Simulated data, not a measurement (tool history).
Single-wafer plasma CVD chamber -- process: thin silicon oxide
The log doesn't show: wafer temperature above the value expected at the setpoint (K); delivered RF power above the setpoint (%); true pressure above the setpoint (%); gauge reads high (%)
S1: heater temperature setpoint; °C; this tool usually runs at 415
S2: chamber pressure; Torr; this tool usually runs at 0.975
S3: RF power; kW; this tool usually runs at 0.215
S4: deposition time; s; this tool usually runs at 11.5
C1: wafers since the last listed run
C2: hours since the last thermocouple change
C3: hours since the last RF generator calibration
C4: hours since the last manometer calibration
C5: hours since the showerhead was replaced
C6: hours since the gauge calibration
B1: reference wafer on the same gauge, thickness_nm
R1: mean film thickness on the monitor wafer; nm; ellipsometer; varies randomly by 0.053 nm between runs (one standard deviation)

Run 1, day 0: usual settings but S2 1.045 Torr; C1 0; C2 623.1; C3 904.2; C4 1064.8; C5 5836.1; C6 1105.9; B1 21.193. Result: R1 22.957 nm.
Run 2, day 3.842: usual settings but S1 426 °C; C1 3586; C2 715.3; C3 996.4; C4 1157; C5 5928.3; C6 1198.1; B1 21.193. Result: R1 21.463 nm.
At day 5.992: capacitance manometer re-zeroed and calibrated.
Run 3, day 8.25: usual settings but S4 12 s; C1 3804; C2 821.1; C3 1102.2; C4 54.2; C5 6034.1; C6 1303.9; B1 21.205. Result: R1 22.508 nm.
Run 4, day 10.3: usual settings; C1 1913; C2 870.3; C3 1151.4; C4 103.4; C5 6083.3; C6 1353.1; B1 21.178. Result: R1 21.613 nm.
Run 5, day 12.771: usual settings; C1 2306; C2 929.6; C3 1210.7; C4 162.7; C5 6142.6; C6 1412.4; B1 21.21. Result: R1 21.594 nm.
Run 6, day 14.438: usual settings but S4 9.9 s; C1 1556; C2 969.6; C3 1250.7; C4 202.7; C5 6182.6; C6 1452.4; B1 21.193. Result: R1 18.616 nm.
Run 7, day 18.571: usual settings but S4 9.9 s; C1 3859; C2 1068.8; C3 1349.9; C4 301.9; C5 6281.8; C6 1551.6; B1 21.165. Result: R1 18.52 nm.
Run 8, day 21.429: usual settings but S1 404 °C; C1 2668; C2 1137.4; C3 1418.5; C4 370.5; C5 6350.4; C6 1620.2; B1 21.216. Result: R1 21.616 nm.
At day 24.583: RF generator calibrated.
Run 9, day 24.604: usual settings but S1 404 °C; C1 2653; C2 1213.6; C3 0.5; C4 446.7; C5 6426.6; C6 1696.4; B1 21.237. Result: R1 22.311 nm.
Run 10, day 26.504: usual settings but S1 404 °C; C1 1773; C2 1259.2; C3 46.1; C4 492.3; C5 6472.2; C6 1742; B1 21.204. Result: R1 22.33 nm.
At day 32.75: showerhead replaced, of another model than before.
Run 11, day 32.875: usual settings but S1 408 °C, S2 1.117 Torr, S3 0.245 kW, S4 12.8 s; C1 5636; C2 1412.1; C3 199; C4 645.2; C5 3; C6 1894.9; B1 21.211. Result: R1 29.265 nm.
Run 12, day 34.404: usual settings but S1 400 °C, S2 0.9 Torr; C1 1427; C2 1448.8; C3 235.7; C4 681.9; C5 39.7; C6 1931.6; B1 21.208. Result: R1 20.572 nm.
Run 13, day 36.075: usual settings; C1 1559; C2 1488.9; C3 275.8; C4 722; C5 79.8; C6 1971.7; B1 21.217. Result: R1 21.776 nm.
At day 36.179: gauge calibrated.
Run 14, day 39.75: usual settings; C1 3431; C2 1577.1; C3 364; C4 810.2; C5 168; C6 85.7; B1 21.2. Result: R1 21.785 nm.
Run 15, day 43.896: usual settings but S3 0.25 kW, S4 9.3 s; C1 3870; C2 1676.6; C3 463.5; C4 909.7; C5 267.5; C6 185.2; B1 21.222. Result: R1 19.404 nm.
Run 16, day 48: usual settings; C1 3831; C2 1775.1; C3 562; C4 1008.2; C5 366; C6 283.7; B1 21.186. Result: R1 21.568 nm.
At day 56.696: thermocouple changed; heater temperature recalibrated.
At day 57.05: capacitance manometer re-zeroed and calibrated.
Run 17, day 59.717: usual settings but S1 402 °C, S2 0.881 Torr, S4 10.4 s; C1 10316; C2 72.5; C3 843.2; C4 64; C5 647.2; C6 564.9; B1 21.193. Result: R1 18.044 nm.
Run 18, day 62.392: usual settings; C1 2497; C2 136.7; C3 907.4; C4 128.2; C5 711.4; C6 629.1; B1 21.232. Result: R1 21.353 nm.
Run 19, day 66.838: usual settings but S1 406 °C, S2 0.796 Torr, S3 0.19 kW, S4 10.4 s; C1 4150; C2 243.4; C3 1014.1; C4 234.9; C5 818.1; C6 735.8; B1 21.199. Result: R1 14.832 nm.
Run 20, day 70.125: usual settings but S1 428 °C; C1 3069; C2 322.3; C3 1093; C4 313.8; C5 897; C6 814.7; B1 21.185. Result: R1 21.114 nm.
Run 21, day 73.058: usual settings but S1 405 °C; C1 2738; C2 392.7; C3 1163.4; C4 384.2; C5 967.4; C6 885.1; B1 21.171. Result: R1 21.469 nm.
Run 22, day 75.383: usual settings but S2 1.168 Torr, S3 0.18 kW, S4 9.8 s; C1 2170; C2 448.5; C3 1219.2; C4 440; C5 1023.2; C6 940.9; B1 21.192. Result: R1 17.614 nm.
Run 23, day 78.875: usual settings but S1 408 °C, S2 1.117 Torr, S3 0.245 kW, S4 12.8 s; C1 3259; C2 532.3; C3 1303; C4 523.8; C5 1107; C6 1024.7; B1 21.193. Result: R1 28.436 nm.
Run 24, day 81.746: usual settings but S2 1.126 Torr, S4 9.2 s; C1 2680; C2 601.2; C3 1371.9; C4 592.7; C5 1175.9; C6 1093.6; B1 21.21. Result: R1 18.532 nm.
Run 25, day 84.383: usual settings; C1 2462; C2 664.5; C3 1435.2; C4 656; C5 1239.2; C6 1156.9; B1 21.199. Result: R1 21.095 nm.
Run 26, day 86.404: usual settings but S1 401 °C, S2 0.888 Torr, S3 0.255 kW, S4 9.9 s; C1 1886; C2 713; C3 1483.7; C4 704.5; C5 1287.7; C6 1205.4; B1 21.206. Result: R1 19.03 nm.
Run 27, day 90.238: usual settings but S2 0.832 Torr, S3 0.19 kW, S4 13 s; C1 3578; C2 805; C3 1575.7; C4 796.5; C5 1379.7; C6 1297.4; B1 21.198. Result: R1 18.671 nm.

Consider 5 possible next runs. They are alternatives, not a sequence: every one starts from the tool as it was left by run 27. What does each give?
Run A, day 90.254: usual settings; C1 15; C2 805.4; C3 1576.1; C4 796.9; C5 1380.1; C6 1297.8; B1 ?. Result: R1 ?.
Run B, day 90.254: usual settings but S1 422 °C; C1 15; C2 805.4; C3 1576.1; C4 796.9; C5 1380.1; C6 1297.8; B1 ?. Result: R1 ?.
Run C, day 90.254: usual settings but S4 10.2 s; C1 15; C2 805.4; C3 1576.1; C4 796.9; C5 1380.1; C6 1297.8; B1 ?. Result: R1 ?.
Run D, day 90.254: usual settings but S1 406 °C, S2 1.194 Torr, S3 0.225 kW, S4 12.5 s; C1 15; C2 805.4; C3 1576.1; C4 796.9; C5 1380.1; C6 1297.8; B1 ?. Result: R1 ?.
Run E, day 90.254: usual settings but S1 403 °C, S2 0.774 Torr, S4 9.5 s; C1 15; C2 805.4; C3 1576.1; C4 796.9; C5 1380.1; C6 1297.8; B1 ?. Result: R1 ?.

run      B1      R1
  A  21.176  20.977
  B  21.176  20.869
  C  21.176  18.612
  D  21.176  27.127
  E  21.176  14.343
The same runs, with their run-to-run variation unchanged, on a tool lacking any hidden condition would have given:
run      R1
  A  22.172
  B  22.058
  C  19.672
  D  28.601
  E  15.159
